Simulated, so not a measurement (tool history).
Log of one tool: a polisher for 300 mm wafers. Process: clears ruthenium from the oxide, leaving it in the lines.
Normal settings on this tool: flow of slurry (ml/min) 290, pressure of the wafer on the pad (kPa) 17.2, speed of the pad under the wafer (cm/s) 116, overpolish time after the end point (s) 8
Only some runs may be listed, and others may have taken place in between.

| run | hour | flow of slurry (ml/min) | pressure of the wafer on the pad (kPa) | speed of the pad under the wafer (cm/s) | overpolish time after the end point (s) | incoming thickness of the incoming film, nm | time until the end point was called (s) |
|---|---|---|---|---|---|---|---|
| 1 | 0.0 | 290 | 17.2 | 116 | 8 | 159.8 | 91.3 |
| 2 | 38.4 | 290 | 17.2 | 116 | 8 | 160.6 | 90.2 |
| 3 | 105.6 | 290 | 17.2 | 116 | 8 | 159.1 | 95.6 |
|  | 138.7 | worn pad replaced by a new one |
|  | 139.7 | head pressure recalibrated |
| 4 | 184.2 | 290 | 17.2 | 116 | 8 | 158.9 | 93.9 |
| 5 | 270.9 | 290 | 17.2 | 116 | 8 | 160.3 | 94.7 |
| 6 | 316.1 | 290 | 17.2 | 116 | 8 | 158.8 | 95.7 |
| 7 | 355.4 | 290 | 17.2 | 116 | 8 | 160.7 | 99.1 |
|  | 385.3 | slurry nozzle cleaned |
| 8 | 436.2 | 290 | 17.2 | 116 | 8 | 160.5 | 91.7 |
| 9 | 531.6 | 290 | 17.2 | 116 | 8 | 161.4 | 96.0 |
| 10 | 572.2 | 225 | 17.2 | 116 | 5 | 161.1 | 95.2 |
|  | 601.8 | worn pad replaced by a new one |
| 11 | 638.2 | 225 | 17.2 | 116 | 5 | 158.9 | 95.0 |
| 12 | 674.2 | 225 | 17.2 | 116 | 5 | 160.1 | 96.9 |
| 13 | 718.4 | 290 | 17.2 | 116 | 8 | 159.1 | 93.1 |
| 14 | 759.2 | 290 | 17.2 | 116 | 8 | 158.3 | 96.9 |
|  | 813.4 | slurry nozzle cleaned |
| 15 | 823.4 | 290 | 17.2 | 116 | 8 | 160.8 | 96.4 |
| 16 | 882.2 | 225 | 17.2 | 116 | 5 | 161.6 | 98.6 |
| 17 | 955.3 | 290 | 17.2 | 116 | 8 | 160.2 | 94.5 |
| 18 | 1024.3 | 320 | 22.8 | 116 | 8 | 160.3 | 67.7 |
| 19 | 1073.1 | 290 | 20.0 | 116 | 5 | 160.0 | 82.3 |
|  | 1085.5 | worn pad replaced by a new one |
| 20 | 1176.5 | 290 | 17.2 | 116 | 8 | 160.6 | 94.7 |
|  | 1251.7 | slurry nozzle cleaned |
| 21 | 1268.9 | 330 | 17.2 | 82 | 8 | 159.6 | 133.2 |
| 22 | 1371.9 | 380 | 13.8 | 104 | 6 | 159.8 | 129.4 |
| 23 | 1423.5 | 290 | 17.2 | 116 | 8 | 158.9 | 94.2 |
|  | 1430.7 | head pressure recalibrated |
|  | 1480.0 | worn pad replaced by a new one |
| 24 | 1497.2 | 290 | 17.2 | 116 | 8 | 159.3 | 91.8 |
|  | 1712.0 | slurry nozzle cleaned |
| 25 | 1734.9 | 335 | 17.2 | 116 | 12 | 161.4 | 95.1 |
| 26 | 1821.0 | 290 | 17.2 | 116 | 8 | 162.8 | 92.9 |
| 27 | 1870.6 | 290 | 11.7 | 116 | 8 | 160.8 | 138.3 |
| 28 | 1930.2 | 290 | 17.2 | 130 | 8 | 161.1 | 88.3 |
|  | 1988.7 | worn pad replaced by a new one |
| 29 | 2002.4 | 290 | 23.4 | 80 | 8 | 160.4 | 102.6 |
| 30 | 2178.3 | 240 | 19.3 | 132 | 10 | 158.2 | 80.8 |
|  | 2231.8 | slurry nozzle cleaned |
| 31 | 2284.5 | 250 | 17.2 | 116 | 6 | 158.5 | 96.3 |

Branching from run 31: 5 alternative next runs. What would each branch give?
| A | 2284.9 | 290 | 17.2 | 116 | 8 | 161.7 | ? |
| B | 2284.9 | 290 | 13.1 | 86 | 12 | 161.7 | ? |
| C | 2284.9 | 325 | 17.2 | 138 | 8 | 161.7 | ? |
| D | 2284.9 | 290 | 17.2 | 116 | 6 | 161.7 | ? |
| E | 2284.9 | 240 | 17.2 | 116 | 12 | 161.7 | ? |

| run | time until the end point was called (s) |
|---|---|
| A | 92.3 |
| B | 163.7 |
| C | 76.6 |
| D | 92.3 |
| E | 94.4 |
Without the tool's unlogged condition, the same runs would have read:
| run | time until the end point was called (s) |
|---|---|
| A | 91.2 |
| B | 161.8 |
| C | 75.8 |
| D | 91.2 |
| E | 93.0 |
